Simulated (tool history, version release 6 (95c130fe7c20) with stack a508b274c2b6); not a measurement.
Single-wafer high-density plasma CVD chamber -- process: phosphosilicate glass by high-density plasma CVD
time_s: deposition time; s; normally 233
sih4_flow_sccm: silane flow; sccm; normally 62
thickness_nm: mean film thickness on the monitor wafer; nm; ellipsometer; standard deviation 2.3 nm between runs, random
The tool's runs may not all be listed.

| run | hour | time_s | sih4_flow_sccm | wafers since the last listed run | hours since the silane flow controller was replaced | hours since the gauge calibration | read-back reference wafer on the same gauge, thickness_nm | thickness_nm |
|---|---|---|---|---|---|---|---|---|
| 1 | 0 | 233 | 62 | 0 | 2855.5 | 178.3 | 1359.306 | 1406.178 |
| 2 | 7.5 | 233 | 62 | 69 | 2863 | 185.8 | 1360.32 | 1407.095 |
| 3 | 37.4 | 233 | 62 | 278 | 2892.9 | 215.7 | 1359.891 | 1404.502 |
| 4 | 45.2 | 233 | 62 | 72 | 2900.7 | 223.5 | 1359.028 | 1400.149 |
| 5 | 56.9 | 233 | 62 | 109 | 2912.4 | 235.2 | 1360.187 | 1406.444 |
| 6 | 63.3 | 233 | 62 | 59 | 2918.8 | 241.6 | 1359.45 | 1407.941 |
|  | 66.2 | gauge calibrated |
| 7 | 73.7 | 233 | 62 | 96 | 2929.2 | 7.5 | 1360.417 | 1404.098 |
| 8 | 85.6 | 233 | 53 | 110 | 2941.1 | 19.4 | 1359.737 | 1200.692 |
| 9 | 95.8 | 233 | 62 | 95 | 2951.3 | 29.6 | 1359.261 | 1404.709 |
| 10 | 108.1 | 233 | 62 | 114 | 2963.6 | 41.9 | 1359.029 | 1401.158 |
| 11 | 117.8 | 233 | 62 | 90 | 2973.3 | 51.6 | 1359.917 | 1402.765 |
| 12 | 134.7 | 233 | 62 | 157 | 2990.2 | 68.5 | 1360.854 | 1406.107 |
| 13 | 152.2 | 233 | 62 | 163 | 3007.7 | 86 | 1360.103 | 1399.128 |
| 14 | 163.4 | 233 | 62 | 104 | 3018.9 | 97.2 | 1359.647 | 1400.401 |
| 15 | 170.5 | 233 | 62 | 66 | 3026 | 104.3 | 1359.826 | 1401.283 |
| 16 | 178.2 | 272 | 74 | 71 | 3033.7 | 112 | 1360.167 | 1954.406 |
| 17 | 187.8 | 276 | 50 | 89 | 3043.3 | 121.6 | 1359.508 | 1338.867 |
| 18 | 199.9 | 194 | 73 | 112 | 3055.4 | 133.7 | 1359.728 | 1371.098 |
| 19 | 209.8 | 259 | 62 | 92 | 3065.3 | 143.6 | 1360.619 | 1559.344 |
| 20 | 226 | 194 | 57 | 151 | 3081.5 | 159.8 | 1360.253 | 1073.19 |
| 21 | 236.8 | 271 | 59 | 100 | 3092.3 | 170.6 | 1359.972 | 1549.34 |
| 22 | 257.4 | 233 | 62 | 192 | 3112.9 | 191.2 | 1360.597 | 1397.406 |
|  | 266.4 | gauge calibrated |
| 23 | 268 | 233 | 62 | 98 | 3123.5 | 1.6 | 1359.168 | 1401.467 |
| 24 | 284.1 | 274 | 62 | 150 | 3139.6 | 17.7 | 1361.564 | 1644.556 |
|  | 296.7 | silane flow controller replaced |
| 25 | 297.2 | 213 | 50 | 47 | 0.5 | 30.8 | 1360.703 | 1102.346 |
| 26 | 332.6 | 247 | 50 | 330 | 35.9 | 66.2 | 1359.579 | 1277.856 |
| 27 | 346.4 | 233 | 62 | 128 | 49.7 | 80 | 1359 | 1490.986 |
| 28 | 360.2 | 218 | 58 | 128 | 63.5 | 93.8 | 1359.95 | 1308.405 |
| 29 | 372.4 | 233 | 62 | 113 | 75.7 | 106 | 1360.681 | 1492.741 |
| 30 | 388.8 | 248 | 53 | 152 | 92.1 | 122.4 | 1360.522 | 1361.924 |
| 31 | 397.8 | 233 | 62 | 83 | 101.1 | 131.4 | 1360.564 | 1494.442 |

Results per run with the tool's hidden condition removed, run-to-run variation unchanged:
Hidden state at play: delivered silane flow above the setpoint (%); gauge reads high (%).
| run | thickness_nm |
|---|---|
| 1 | 1483.559 |
| 2 | 1484.754 |
| 3 | 1482.92 |
| 4 | 1478.56 |
| 5 | 1485.561 |
| 6 | 1487.336 |
| 7 | 1483.591 |
| 8 | 1268.977 |
| 9 | 1484.905 |
| 10 | 1481.524 |
| 11 | 1483.516 |
| 12 | 1487.564 |
| 13 | 1480.709 |
| 14 | 1482.395 |
| 15 | 1483.544 |
| 16 | 2069.463 |
| 17 | 1417.965 |
| 18 | 1452.46 |
| 19 | 1652.211 |
| 20 | 1137.48 |
| 21 | 1642.518 |
| 22 | 1482.07 |
| 23 | 1486.7 |
| 24 | 1745.148 |
| 25 | 1093.285 |
| 26 | 1268.211 |
| 27 | 1480.124 |
| 28 | 1299.216 |
| 29 | 1482.604 |
| 30 | 1353.101 |
| 31 | 1485.016 |
